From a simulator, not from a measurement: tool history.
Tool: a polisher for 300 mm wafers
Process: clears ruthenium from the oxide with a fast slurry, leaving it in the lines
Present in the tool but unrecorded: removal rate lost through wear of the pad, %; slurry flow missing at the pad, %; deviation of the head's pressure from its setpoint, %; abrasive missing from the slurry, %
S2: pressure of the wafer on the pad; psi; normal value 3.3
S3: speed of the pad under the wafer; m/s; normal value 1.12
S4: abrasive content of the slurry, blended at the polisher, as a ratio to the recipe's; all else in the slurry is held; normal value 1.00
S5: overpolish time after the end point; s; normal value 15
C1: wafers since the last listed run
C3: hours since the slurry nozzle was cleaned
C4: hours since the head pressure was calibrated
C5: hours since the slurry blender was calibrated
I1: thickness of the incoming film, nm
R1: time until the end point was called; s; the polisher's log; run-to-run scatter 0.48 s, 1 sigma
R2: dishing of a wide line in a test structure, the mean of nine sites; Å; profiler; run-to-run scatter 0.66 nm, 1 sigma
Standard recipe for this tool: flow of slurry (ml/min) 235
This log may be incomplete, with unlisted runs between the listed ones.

run 1 hour=0.0 | flow_of_slurry_(ml/min)=235 S2=3.3 S3=1.12 S4=1.20 S5=15 | C1=0 wafers_polished_on_this_pad=823 C3=596.2 C4=296.4 C5=370.0 | I1=191.6 | R1=36.3 R2=642
-- hour=12.0 worn pad replaced by a new one
run 2 hour=12.5 | flow_of_slurry_(ml/min)=235 S2=3.3 S3=1.12 S4=1.20 S5=15 | C1=118 wafers_polished_on_this_pad=7 C3=608.7 C4=308.9 C5=382.5 | I1=192.5 | R1=36.4 R2=646
run 3 hour=18.7 | flow_of_slurry_(ml/min)=290 S2=3.3 S3=1.12 S4=1.00 S5=17 | C1=86 wafers_polished_on_this_pad=93 C3=614.9 C4=315.1 C5=388.7 | I1=189.4 | R1=39.2 R2=665
run 4 hour=31.3 | flow_of_slurry_(ml/min)=290 S2=3.3 S3=1.12 S4=1.00 S5=17 | C1=176 wafers_polished_on_this_pad=269 C3=627.5 C4=327.7 C5=401.3 | I1=188.0 | R1=38.9 R2=669
run 5 hour=40.7 | flow_of_slurry_(ml/min)=235 S2=2.4 S3=1.12 S4=1.00 S5=15 | C1=131 wafers_polished_on_this_pad=401 C3=636.9 C4=337.1 C5=410.7 | I1=190.4 | R1=55.6 R2=448
run 6 hour=55.5 | flow_of_slurry_(ml/min)=235 S2=3.3 S3=1.12 S4=1.00 S5=15 | C1=206 wafers_polished_on_this_pad=608 C3=651.7 C4=351.9 C5=425.5 | I1=190.6 | R1=39.5 R2=585
run 7 hour=70.0 | flow_of_slurry_(ml/min)=235 S2=3.3 S3=1.12 S4=1.00 S5=15 | C1=202 wafers_polished_on_this_pad=810 C3=666.2 C4=366.4 C5=440.0 | I1=190.8 | R1=40.0 R2=590
-- hour=82.1 worn pad replaced by a new one
run 8 hour=87.0 | flow_of_slurry_(ml/min)=235 S2=3.3 S3=1.12 S4=1.00 S5=15 | C1=181 wafers_polished_on_this_pad=69 C3=683.2 C4=383.4 C5=457.0 | I1=190.0 | R1=40.5 R2=575
run 9 hour=101.6 | flow_of_slurry_(ml/min)=235 S2=3.3 S3=1.12 S4=1.00 S5=15 | C1=204 wafers_polished_on_this_pad=273 C3=697.8 C4=398.0 C5=471.6 | I1=193.7 | R1=42.3 R2=595
run 10 hour=109.3 | flow_of_slurry_(ml/min)=235 S2=3.3 S3=1.12 S4=1.00 S5=15 | C1=107 wafers_polished_on_this_pad=380 C3=705.5 C4=405.7 C5=479.3 | I1=189.7 | R1=41.3 R2=572
run 11 hour=121.3 | flow_of_slurry_(ml/min)=235 S2=3.3 S3=1.12 S4=1.00 S5=15 | C1=167 wafers_polished_on_this_pad=548 C3=717.5 C4=417.7 C5=491.3 | I1=189.2 | R1=41.5 R2=586
-- hour=126.1 slurry blender recalibrated
run 12 hour=127.4 | flow_of_slurry_(ml/min)=235 S2=3.3 S3=1.12 S4=1.00 S5=15 | C1=57 wafers_polished_on_this_pad=605 C3=723.6 C4=423.8 C5=1.3 | I1=190.4 | R1=42.0 R2=582
run 13 hour=135.5 | flow_of_slurry_(ml/min)=180 S2=3.3 S3=0.96 S4=1.00 S5=15 | C1=113 wafers_polished_on_this_pad=718 C3=731.7 C4=431.9 C5=9.4 | I1=187.4 | R1=49.9 R2=493
run 14 hour=145.7 | flow_of_slurry_(ml/min)=235 S2=3.3 S3=1.12 S4=1.00 S5=15 | C1=142 wafers_polished_on_this_pad=861 C3=741.9 C4=442.1 C5=19.6 | I1=190.9 | R1=42.1 R2=570
-- hour=158.1 slurry nozzle cleaned
-- hour=162.6 worn pad replaced by a new one
run 15 hour=163.1 | flow_of_slurry_(ml/min)=205 S2=3.3 S3=1.12 S4=1.00 S5=15 | C1=173 wafers_polished_on_this_pad=6 C3=5.0 C4=459.5 C5=37.0 | I1=191.7 | R1=41.9 R2=552
run 16 hour=165.8 | flow_of_slurry_(ml/min)=235 S2=3.3 S3=1.12 S4=1.00 S5=15 | C1=37 wafers_polished_on_this_pad=44 C3=7.7 C4=462.2 C5=39.7 | I1=190.6 | R1=42.6 R2=568
run 17 hour=176.3 | flow_of_slurry_(ml/min)=235 S2=3.3 S3=1.12 S4=1.25 S5=23 | C1=146 wafers_polished_on_this_pad=190 C3=18.2 C4=472.7 C5=50.2 | I1=191.5 | R1=37.4 R2=885
run 18 hour=190.2 | flow_of_slurry_(ml/min)=310 S2=3.3 S3=1.12 S4=0.75 S5=7 | C1=194 wafers_polished_on_this_pad=385 C3=32.1 C4=486.6 C5=64.1 | I1=188.6 | R1=50.1 R2=243
-- hour=202.3 head pressure recalibrated
run 19 hour=204.9 | flow_of_slurry_(ml/min)=235 S2=3.3 S3=1.12 S4=0.90 S5=15 | C1=177 wafers_polished_on_this_pad=562 C3=46.8 C4=2.6 C5=78.8 | I1=191.8 | R1=39.5 R2=607
run 20 hour=222.8 | flow_of_slurry_(ml/min)=235 S2=3.3 S3=1.12 S4=1.25 S5=23 | C1=250 wafers_polished_on_this_pad=812 C3=64.7 C4=20.5 C5=96.7 | I1=191.2 | R1=32.2 R2=995
-- hour=234.9 worn pad replaced by a new one
run 21 hour=238.6 | flow_of_slurry_(ml/min)=235 S2=3.3 S3=1.12 S4=1.00 S5=15 | C1=164 wafers_polished_on_this_pad=51 C3=80.5 C4=36.3 C5=112.5 | I1=192.7 | R1=37.1 R2=621
run 22 hour=285.5 | flow_of_slurry_(ml/min)=235 S2=3.3 S3=1.12 S4=1.00 S5=15 | C1=655 wafers_polished_on_this_pad=706 C3=127.4 C4=83.2 C5=159.4 | I1=187.2 | R1=36.1 R2=623
run 23 hour=295.4 | flow_of_slurry_(ml/min)=235 S2=3.3 S3=1.12 S4=1.00 S5=12 | C1=138 wafers_polished_on_this_pad=845 C3=137.3 C4=93.1 C5=169.3 | I1=191.1 | R1=37.8 R2=515
run 24 hour=305.5 | flow_of_slurry_(ml/min)=235 S2=3.3 S3=1.02 S4=1.10 S5=10 | C1=141 wafers_polished_on_this_pad=986 C3=147.4 C4=103.2 C5=179.4 | I1=190.6 | R1=38.8 R2=427
-- hour=316.3 worn pad replaced by a new one
run 25 hour=319.7 | flow_of_slurry_(ml/min)=235 S2=3.3 S3=0.96 S4=1.00 S5=15 | C1=142 wafers_polished_on_this_pad=47 C3=161.6 C4=117.4 C5=193.6 | I1=190.5 | R1=43.5 R2=549

Predict the results of run 26:
run 26 hour=337.7 | flow_of_slurry_(ml/min)=235 S2=3.3 S3=1.12 S4=1.00 S5=15 | C1=251 wafers_polished_on_this_pad=298 C3=179.6 C4=135.4 C5=211.6 | I1=191.9 | R1=? R2=?

Run 26 measured R1 37.9 s, R2 620 Å.
Had the tool carried no hidden state, the very same run would have given R1 36.8 s, R2 635 Å.
